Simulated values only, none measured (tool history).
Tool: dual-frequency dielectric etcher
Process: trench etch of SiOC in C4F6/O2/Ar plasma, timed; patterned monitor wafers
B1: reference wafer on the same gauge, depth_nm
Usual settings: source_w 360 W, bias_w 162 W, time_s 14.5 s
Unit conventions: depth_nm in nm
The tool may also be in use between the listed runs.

{"run": 1, "hour": 0.0, "source_w": 360, "bias_w": 162, "time_s": 14.5, "B1": 28.29, "depth_nm": 27.47}
{"run": 2, "hour": 104.3, "source_w": 360, "bias_w": 162, "time_s": 14.5, "B1": 28.33, "depth_nm": 27.48}
{"run": 3, "hour": 196.4, "source_w": 360, "bias_w": 162, "time_s": 14.5, "B1": 28.32, "depth_nm": 27.41}
{"run": 4, "hour": 300.5, "source_w": 360, "bias_w": 135, "time_s": 16.5, "B1": 28.32, "depth_nm": 29.07}
{"run": 5, "hour": 354.5, "source_w": 360, "bias_w": 135, "time_s": 16.5, "B1": 28.28, "depth_nm": 29.31}
{"run": 6, "hour": 455.9, "source_w": 360, "bias_w": 135, "time_s": 16.5, "B1": 28.33, "depth_nm": 29.14}
{"hour": 496.0, "done": "wet clean of the chamber"}
{"run": 7, "hour": 526.5, "source_w": 300, "bias_w": 162, "time_s": 18, "B1": 28.34, "depth_nm": 32.95}
{"hour": 652.7, "done": "source power generator calibrated"}
{"run": 8, "hour": 789.1, "source_w": 300, "bias_w": 162, "time_s": 18, "B1": 28.31, "depth_nm": 32.41}
{"hour": 898.3, "done": "wet clean of the chamber"}
{"run": 9, "hour": 898.8, "source_w": 300, "bias_w": 162, "time_s": 18, "B1": 28.3, "depth_nm": 32.71}
{"hour": 921.3, "done": "bias power generator calibrated"}
{"hour": 958.8, "done": "upper electrode replaced"}
{"run": 10, "hour": 959.3, "source_w": 360, "bias_w": 162, "time_s": 13, "B1": 28.31, "depth_nm": 24.56}
{"hour": 970.2, "done": "gauge calibrated"}
{"run": 11, "hour": 988.5, "source_w": 400, "bias_w": 141, "time_s": 14.5, "B1": 28.32, "depth_nm": 26.75}
{"run": 12, "hour": 1073.2, "source_w": 360, "bias_w": 162, "time_s": 14.5, "B1": 28.35, "depth_nm": 27.69}
{"run": 13, "hour": 1166.3, "source_w": 360, "bias_w": 162, "time_s": 18.5, "B1": 28.29, "depth_nm": 34.94}
{"run": 14, "hour": 1270.9, "source_w": 390, "bias_w": 137, "time_s": 11.5, "B1": 28.32, "depth_nm": 20.78}
{"run": 15, "hour": 1330.4, "source_w": 360, "bias_w": 162, "time_s": 14.5, "B1": 28.35, "depth_nm": 27.44}
{"hour": 1426.7, "done": "wet clean of the chamber"}
{"run": 16, "hour": 1427.2, "source_w": 400, "bias_w": 141, "time_s": 14.5, "B1": 28.3, "depth_nm": 26.62}
{"run": 17, "hour": 1477.5, "source_w": 290, "bias_w": 162, "time_s": 14.5, "B1": 28.28, "depth_nm": 26.28}
{"run": 18, "hour": 1537.0, "source_w": 410, "bias_w": 176, "time_s": 16.5, "B1": 28.29, "depth_nm": 32.92}
{"run": 19, "hour": 1602.5, "source_w": 360, "bias_w": 162, "time_s": 14.5, "B1": 28.29, "depth_nm": 27.45}
{"run": 20, "hour": 1699.0, "source_w": 420, "bias_w": 151, "time_s": 12, "B1": 28.27, "depth_nm": 22.94}
{"run": 21, "hour": 1748.1, "source_w": 290, "bias_w": 144, "time_s": 14.5, "B1": 28.3, "depth_nm": 24.86}

The tool's hidden state at each run:
etch rate over this chamber's usual, %: 0, the same for each run
source power that arrives over what is set, %: 0, the same for each run
bias power that arrives over what is set, %: 0, the same for each run
gauge reads high (%): 0, the same for each run

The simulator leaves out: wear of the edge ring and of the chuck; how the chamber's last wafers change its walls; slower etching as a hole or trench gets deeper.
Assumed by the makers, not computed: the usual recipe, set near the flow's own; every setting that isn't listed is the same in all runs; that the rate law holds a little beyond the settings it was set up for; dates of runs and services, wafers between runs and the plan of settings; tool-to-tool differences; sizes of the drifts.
